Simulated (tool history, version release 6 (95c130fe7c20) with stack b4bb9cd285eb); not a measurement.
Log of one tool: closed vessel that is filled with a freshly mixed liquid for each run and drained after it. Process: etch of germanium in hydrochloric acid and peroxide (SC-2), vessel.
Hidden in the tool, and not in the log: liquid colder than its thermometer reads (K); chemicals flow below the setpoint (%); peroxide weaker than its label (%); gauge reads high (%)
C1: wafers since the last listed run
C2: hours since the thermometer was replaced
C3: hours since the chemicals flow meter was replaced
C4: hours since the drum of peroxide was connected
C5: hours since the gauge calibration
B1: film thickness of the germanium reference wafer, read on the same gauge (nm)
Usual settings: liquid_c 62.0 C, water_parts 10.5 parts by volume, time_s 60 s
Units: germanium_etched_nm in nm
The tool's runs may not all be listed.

Run 1, hour 0.0: usual settings but water_parts 7.5 parts by volume; C1 0; C2 1721.9; C3 571.9; C4 105.9; C5 1219.1; B1 135.39. Result: germanium_etched_nm 256.60 nm.
At hour 45.6: chemicals flow meter replaced.
Run 2, hour 75.1: usual settings but liquid_c 59.5 C; C1 9539; C2 1797.0; C3 29.5; C4 181.0; C5 1294.2; B1 135.29. Result: germanium_etched_nm 231.19 nm.
Run 3, hour 153.7: usual settings but liquid_c 59.5 C; C1 10118; C2 1875.6; C3 108.1; C4 259.6; C5 1372.8; B1 135.22. Result: germanium_etched_nm 230.93 nm.
Run 4, hour 241.7: usual settings; C1 11329; C2 1963.6; C3 196.1; C4 347.6; C5 1460.8; B1 135.10. Result: germanium_etched_nm 248.94 nm.
Run 5, hour 313.2: usual settings; C1 9204; C2 2035.1; C3 267.6; C4 419.1; C5 1532.3; B1 135.05. Result: germanium_etched_nm 247.87 nm.
Run 6, hour 385.4: usual settings but liquid_c 56.0 C; C1 9295; C2 2107.3; C3 339.8; C4 491.3; C5 1604.5; B1 134.99. Result: germanium_etched_nm 207.27 nm.
At hour 398.8: new drum of peroxide connected.
Run 7, hour 444.3: usual settings but liquid_c 56.0 C; C1 7454; C2 2166.2; C3 398.7; C4 45.5; C5 1663.4; B1 134.96. Result: germanium_etched_nm 208.52 nm.
At hour 463.1: gauge calibrated.
Run 8, hour 514.3: usual settings but liquid_c 69.5 C, water_parts 8.5 parts by volume; C1 9011; C2 2236.2; C3 468.7; C4 115.5; C5 51.2; B1 139.77. Result: germanium_etched_nm 320.95 nm.
At hour 584.3: thermometer replaced.
Run 9, hour 595.4: usual settings but liquid_c 69.5 C, water_parts 8.5 parts by volume; C1 10312; C2 11.1; C3 549.8; C4 196.6; C5 132.3; B1 139.13. Result: germanium_etched_nm 324.48 nm.
At hour 618.0: chemicals flow meter replaced.
Run 10, hour 689.3: usual settings but liquid_c 65.0 C, water_parts 7.5 parts by volume; C1 11959; C2 105.0; C3 71.3; C4 290.5; C5 226.2; B1 138.44. Result: germanium_etched_nm 285.45 nm.
Run 11, hour 782.0: usual settings but liquid_c 65.0 C, water_parts 7.5 parts by volume; C1 11934; C2 197.7; C3 164.0; C4 383.2; C5 318.9; B1 137.85. Result: germanium_etched_nm 283.57 nm.
Run 12, hour 869.4: usual settings; C1 11251; C2 285.1; C3 251.4; C4 470.6; C5 406.3; B1 137.39. Result: germanium_etched_nm 250.93 nm.
At hour 883.7: new drum of peroxide connected.
Run 13, hour 914.1: usual settings but time_s 95 s; C1 5625; C2 329.8; C3 296.1; C4 30.4; C5 451.0; B1 137.19. Result: germanium_etched_nm 399.04 nm.
Run 14, hour 992.7: usual settings; C1 10118; C2 408.4; C3 374.7; C4 109.0; C5 529.6; B1 136.84. Result: germanium_etched_nm 252.21 nm.
Run 15, hour 1029.2: usual settings but liquid_c 58.0 C, water_parts 7.0 parts by volume; C1 4699; C2 444.9; C3 411.2; C4 145.5; C5 566.1; B1 136.72. Result: germanium_etched_nm 231.69 nm.
Run 16, hour 1065.9: usual settings but water_parts 7.5 parts by volume; C1 4724; C2 481.6; C3 447.9; C4 182.2; C5 602.8; B1 136.55. Result: germanium_etched_nm 258.99 nm.
Run 17, hour 1158.2: usual settings but time_s 30 s; C1 11882; C2 573.9; C3 540.2; C4 274.5; C5 695.1; B1 136.28. Result: germanium_etched_nm 125.28 nm.
At hour 1185.7: chemicals flow meter replaced.
Run 18, hour 1243.0: usual settings but liquid_c 72.0 C, water_parts 8.0 parts by volume; C1 10788; C2 658.7; C3 57.3; C4 359.3; C5 779.9; B1 136.00. Result: germanium_etched_nm 342.12 nm.
Run 19, hour 1311.3: usual settings but liquid_c 55.0 C, time_s 85 s; C1 8792; C2 727.0; C3 125.6; C4 427.6; C5 848.2; B1 135.84. Result: germanium_etched_nm 287.52 nm.
At hour 1318.8: new drum of peroxide connected.
Run 20, hour 1391.0: usual settings but liquid_c 66.5 C, time_s 30 s; C1 10131; C2 806.7; C3 205.3; C4 72.2; C5 927.9; B1 135.66. Result: germanium_etched_nm 140.60 nm.
Run 21, hour 1433.9: usual settings but liquid_c 56.5 C, time_s 85 s; C1 5522; C2 849.6; C3 248.2; C4 115.1; C5 970.8; B1 135.58. Result: germanium_etched_nm 302.05 nm.
Run 22, hour 1493.9: usual settings but liquid_c 66.5 C, water_parts 13.0 parts by volume, time_s 90 s; C1 7724; C2 909.6; C3 308.2; C4 175.1; C5 1030.8; B1 135.44. Result: germanium_etched_nm 412.90 nm.
Run 23, hour 1577.8: usual settings; C1 10801; C2 993.5; C3 392.1; C4 259.0; C5 1114.7; B1 135.30. Result: germanium_etched_nm 247.90 nm.
Run 24, hour 1684.4: usual settings but liquid_c 54.0 C, time_s 70 s; C1 13723; C2 1100.1; C3 498.7; C4 365.6; C5 1221.3; B1 135.14. Result: germanium_etched_nm 228.28 nm.
At hour 1696.2: chemicals flow meter replaced.
Run 25, hour 1762.6: usual settings; C1 9938; C2 1178.3; C3 66.4; C4 443.8; C5 1299.5; B1 135.04. Result: germanium_etched_nm 249.05 nm.
At hour 1802.1: new drum of peroxide connected.
Run 26, hour 1808.4: usual settings but liquid_c 58.5 C; C1 5767; C2 1224.1; C3 112.2; C4 6.3; C5 1345.3; B1 134.95. Result: germanium_etched_nm 224.96 nm.
Run 27, hour 1990.2: usual settings but water_parts 14.0 parts by volume, time_s 40 s; C1 23404; C2 1405.9; C3 294.0; C4 188.1; C5 1527.1; B1 134.82. Result: germanium_etched_nm 158.28 nm.
Run 28, hour 2033.8: usual settings; C1 5613; C2 1449.5; C3 337.6; C4 231.7; C5 1570.7; B1 134.81. Result: germanium_etched_nm 245.76 nm.
Run 29, hour 2107.9: usual settings; C1 9539; C2 1523.6; C3 411.7; C4 305.8; C5 1644.8; B1 134.73. Result: germanium_etched_nm 247.07 nm.

4 ways to go on from here, each from the tool as it stands after run 29. What would each give?
Run A, hour 2108.6: usual settings; C1 90; C2 1524.3; C3 412.4; C4 306.5; C5 1645.5; B1 ?. Result: germanium_etched_nm ?.
Run B, hour 2108.6: usual settings but liquid_c 70.0 C; C1 90; C2 1524.3; C3 412.4; C4 306.5; C5 1645.5; B1 ?. Result: germanium_etched_nm ?.
Run C, hour 2108.6: usual settings but liquid_c 70.5 C, time_s 80 s; C1 90; C2 1524.3; C3 412.4; C4 306.5; C5 1645.5; B1 ?. Result: germanium_etched_nm ?.
Run D, hour 2108.6: usual settings but time_s 85 s; C1 90; C2 1524.3; C3 412.4; C4 306.5; C5 1645.5; B1 ?. Result: germanium_etched_nm ?.

run      B1  germanium_etched_nm
  A  134.73               247.92
  B  134.73               310.58
  C  134.73               419.81
  D  134.73               351.22
Without the tool's hidden state the same runs would have given:
run  germanium_etched_nm
  A               257.64
  B               322.75
  C               436.27
  D               364.99

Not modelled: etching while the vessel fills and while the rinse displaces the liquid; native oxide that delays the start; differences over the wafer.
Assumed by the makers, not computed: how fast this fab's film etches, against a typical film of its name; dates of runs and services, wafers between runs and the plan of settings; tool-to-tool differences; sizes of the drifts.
